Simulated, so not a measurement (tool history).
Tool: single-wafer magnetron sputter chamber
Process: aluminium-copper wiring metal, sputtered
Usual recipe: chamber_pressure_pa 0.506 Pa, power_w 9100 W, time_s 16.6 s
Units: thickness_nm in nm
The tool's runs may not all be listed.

run	hour	chamber_pressure_pa	power_w	time_s	read-back reference wafer on the same gauge, thickness_nm	thickness_nm
1	0	0.352	9100	16.6	214.68	269.911
# hour 87.9: sputter target and shields replaced
2	88.4	0.352	9100	16.6	215.125	270.093
3	163.3	0.506	9100	16.6	214.823	239.047
4	200.4	0.506	9100	16.6	215.055	238.823
5	267.6	0.506	9100	16.6	215.165	241.527
6	312.8	0.506	9100	16.6	214.89	239.988
# hour 508.9: sputter target and shields replaced
7	525.1	0.506	9100	16.6	215.123	242.285
8	619.2	0.506	9100	16.6	215.714	240.736
9	691.8	0.506	9100	16.6	214.999	239.051
10	758.6	0.506	9100	16.6	215.46	237.292
11	837.6	0.506	9100	15.1	215.151	218.458
12	911.5	0.506	10600	16.6	214.64	281.321
13	959.5	0.581	9100	16.6	215.714	227.529
# hour 1010.8: sputter target and shields replaced
# hour 1018.9: capacitance manometer re-zeroed and calibrated
14	1038	0.506	9100	16.6	214.591	240.827
15	1096.1	0.569	9100	14.2	214.664	196.894
16	1187.1	0.578	10800	19.1	215.449	310.903
17	1232.2	0.684	11250	15	215.155	238.574
18	1300.2	0.506	9100	16.6	215.189	239.04
# hour 1309.2: gauge calibrated
# hour 1390.5: magnet pack replaced
19	1392.9	0.506	9100	16.6	214.915	240.416
# hour 1429.9: sputter target and shields replaced
20	1475.4	0.661	7100	18	215.029	182.285
21	1548.2	0.641	10050	16.6	215.066	242.742
22	1637.8	0.352	9100	16.6	214.791	268.372
23	1717.6	0.671	8450	19.6	214.936	234.351
# hour 1813.7: sputter target and shields replaced
24	1817.3	0.506	8350	16.6	215.292	219.867
25	1889.4	0.506	9100	16.6	214.508	239.927
26	2037.5	0.506	9950	18.2	215.159	288.647
27	2092.5	0.611	9900	16.6	215.395	242.526
# hour 2196: capacitance manometer re-zeroed and calibrated
28	2196.5	0.506	9100	16.6	214.842	240.888
29	2243.7	0.669	7850	18.6	214.854	207.565

5 ways to go on from here, each from the tool as it stands after run 29. What would each give?
A	2244.1	0.643	9100	16.6	?	?
B	2244.1	0.658	10050	15.3	?	?
C	2244.1	0.597	10750	18.1	?	?
D	2244.1	0.708	9100	16.6	?	?
E	2244.1	0.506	7400	16.6	?	?

run	read-back reference wafer on the same gauge, thickness_nm	thickness_nm
A	215.037	216.818
B	215.037	218.455
C	215.037	288.253
D	215.037	207.487
E	215.037	193.978
Had the tool no hidden state, the same runs would have come out as:
run	thickness_nm
A	216.818
B	218.455
C	288.253
D	207.487
E	193.978
